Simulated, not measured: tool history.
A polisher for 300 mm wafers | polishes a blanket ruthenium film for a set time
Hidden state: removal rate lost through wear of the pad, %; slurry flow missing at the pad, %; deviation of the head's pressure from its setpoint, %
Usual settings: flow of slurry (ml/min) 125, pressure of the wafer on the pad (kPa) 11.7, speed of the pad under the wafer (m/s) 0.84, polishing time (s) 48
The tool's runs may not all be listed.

| run | hour | flow of slurry (ml/min) | pressure of the wafer on the pad (kPa) | speed of the pad under the wafer (m/s) | polishing time (s) | wafers since the last listed run | wafers polished on this pad | hours since the slurry nozzle was cleaned | hours since the head pressure was calibrated | incoming thickness of the incoming film, nm | film removed (angstrom) |
|---|---|---|---|---|---|---|---|---|---|---|---|
| 1 | 0.0 | 125 | 11.7 | 0.84 | 48 | 0 | 538 | 698.0 | 1171.1 | 607.2 | 311 |
| 2 | 7.3 | 125 | 11.7 | 0.84 | 48 | 73 | 611 | 705.3 | 1178.4 | 609.0 | 313 |
| 3 | 14.2 | 125 | 11.7 | 0.84 | 48 | 69 | 681 | 712.2 | 1185.3 | 612.8 | 305 |
| 4 | 28.2 | 125 | 11.7 | 0.84 | 48 | 141 | 822 | 726.2 | 1199.3 | 603.2 | 306 |
| 5 | 34.5 | 125 | 11.7 | 1.06 | 48 | 63 | 885 | 732.5 | 1205.6 | 622.1 | 394 |
|  | 41.6 | worn pad replaced by a new one |
| 6 | 45.1 | 125 | 11.7 | 1.06 | 48 | 66 | 35 | 743.1 | 1216.2 | 613.8 | 418 |
| 7 | 59.8 | 125 | 11.7 | 0.84 | 48 | 148 | 183 | 757.8 | 1230.9 | 617.5 | 323 |
| 8 | 71.7 | 125 | 11.7 | 0.84 | 48 | 119 | 303 | 769.7 | 1242.8 | 598.8 | 318 |
| 9 | 80.4 | 125 | 11.7 | 0.84 | 48 | 87 | 390 | 778.4 | 1251.5 | 614.5 | 318 |
|  | 90.6 | slurry nozzle cleaned |
| 10 | 97.9 | 125 | 13.8 | 0.84 | 48 | 166 | 557 | 7.3 | 1269.0 | 604.6 | 345 |
| 11 | 115.1 | 125 | 11.7 | 0.84 | 48 | 173 | 730 | 24.5 | 1286.2 | 604.8 | 311 |
|  | 123.3 | head pressure recalibrated |
| 12 | 123.8 | 125 | 11.7 | 0.84 | 48 | 67 | 797 | 33.2 | 0.5 | 611.2 | 314 |
| 13 | 132.4 | 125 | 11.7 | 0.84 | 48 | 86 | 884 | 41.8 | 9.1 | 607.1 | 310 |
|  | 147.3 | worn pad replaced by a new one |
| 14 | 147.8 | 125 | 13.1 | 0.84 | 48 | 114 | 4 | 57.2 | 24.5 | 604.2 | 350 |
| 15 | 155.1 | 125 | 13.1 | 0.84 | 48 | 73 | 78 | 64.5 | 31.8 | 599.0 | 347 |
| 16 | 164.1 | 110 | 9.7 | 1.00 | 33 | 90 | 169 | 73.5 | 40.8 | 603.9 | 232 |
| 17 | 179.6 | 125 | 11.7 | 0.98 | 58 | 156 | 325 | 89.0 | 56.3 | 608.4 | 450 |
| 18 | 189.0 | 85 | 9.0 | 0.58 | 55 | 94 | 419 | 98.4 | 65.7 | 605.8 | 201 |
| 19 | 195.6 | 125 | 11.7 | 0.84 | 37 | 66 | 486 | 105.0 | 72.3 | 613.8 | 242 |
| 20 | 202.4 | 125 | 11.7 | 0.84 | 48 | 68 | 554 | 111.8 | 79.1 | 608.7 | 311 |
| 21 | 210.6 | 125 | 11.7 | 0.84 | 48 | 82 | 637 | 120.0 | 87.3 | 621.8 | 313 |
| 22 | 222.7 | 160 | 10.3 | 0.98 | 43 | 121 | 759 | 132.1 | 99.4 | 611.7 | 310 |
| 23 | 232.1 | 90 | 11.7 | 0.84 | 56 | 94 | 854 | 141.5 | 108.8 | 610.7 | 351 |
| 24 | 243.3 | 125 | 14.5 | 0.84 | 41 | 112 | 966 | 152.7 | 120.0 | 601.7 | 306 |
|  | 250.8 | worn pad replaced by a new one |
| 25 | 260.8 | 125 | 11.7 | 0.84 | 48 | 135 | 100 | 170.2 | 137.5 | 619.8 | 321 |
| 26 | 274.6 | 140 | 11.7 | 0.84 | 48 | 139 | 239 | 184.0 | 151.3 | 607.7 | 319 |
| 27 | 290.6 | 125 | 11.7 | 0.84 | 48 | 161 | 401 | 200.0 | 167.3 | 611.7 | 314 |
| 28 | 298.1 | 125 | 11.7 | 0.84 | 48 | 75 | 476 | 207.5 | 174.8 | 619.6 | 314 |
| 29 | 305.9 | 150 | 11.7 | 0.84 | 62 | 78 | 555 | 215.3 | 182.6 | 603.1 | 406 |
| 30 | 319.1 | 125 | 9.7 | 0.84 | 48 | 132 | 688 | 228.5 | 195.8 | 613.0 | 276 |
|  | 333.6 | worn pad replaced by a new one |
| 31 | 336.6 | 80 | 14.5 | 0.60 | 55 | 135 | 30 | 246.0 | 213.3 | 614.5 | 286 |
| 32 | 347.3 | 125 | 11.7 | 0.94 | 56 | 107 | 137 | 256.7 | 224.0 | 610.4 | 421 |
| 33 | 354.2 | 125 | 13.1 | 0.54 | 34 | 69 | 207 | 263.6 | 230.9 | 607.6 | 156 |
| 34 | 366.9 | 105 | 10.3 | 0.64 | 31 | 127 | 335 | 276.3 | 243.6 | 611.2 | 143 |
| 35 | 377.0 | 125 | 13.8 | 1.08 | 61 | 101 | 437 | 286.4 | 253.7 | 617.8 | 561 |
| 36 | 385.9 | 105 | 10.3 | 0.64 | 31 | 89 | 526 | 295.3 | 262.6 | 622.7 | 139 |
| 37 | 396.3 | 125 | 11.7 | 0.84 | 48 | 104 | 631 | 305.7 | 273.0 | 600.0 | 307 |

Hidden state at the last listed run before each entry between runs and at the first one after, where it differs:
Between runs 5 and 6: worn pad replaced by a new one (hour 41.6)
  removal rate lost through wear of the pad, %: 5.88 -> 0.807
  measured less the result without the state, film removed (angstrom): -25 -> -3
Between runs 9 and 10: slurry nozzle cleaned (hour 90.6)
  removal rate lost through wear of the pad, %: 4.27 -> 5.01
  measured less the result without the state, film removed (angstrom): -14 -> -18
Between runs 11 and 12: head pressure recalibrated (hour 123.3)
  removal rate lost through wear of the pad, %: 5.43 -> 5.57
  measured less the result without the state, film removed (angstrom): -17 -> -18
Between runs 13 and 14: worn pad replaced by a new one (hour 147.3)
  removal rate lost through wear of the pad, %: 5.68 -> 1.07
  measured less the result without the state, film removed (angstrom): -18 -> -4
Between runs 24 and 25: worn pad replaced by a new one (hour 250.8)
  removal rate lost through wear of the pad, %: 6.51 -> 2.37
  measured less the result without the state, film removed (angstrom): -21 -> -8
Between runs 30 and 31: worn pad replaced by a new one (hour 333.6)
  removal rate lost through wear of the pad, %: 5.94 -> 1.22
  measured less the result without the state, film removed (angstrom): -17 -> -4
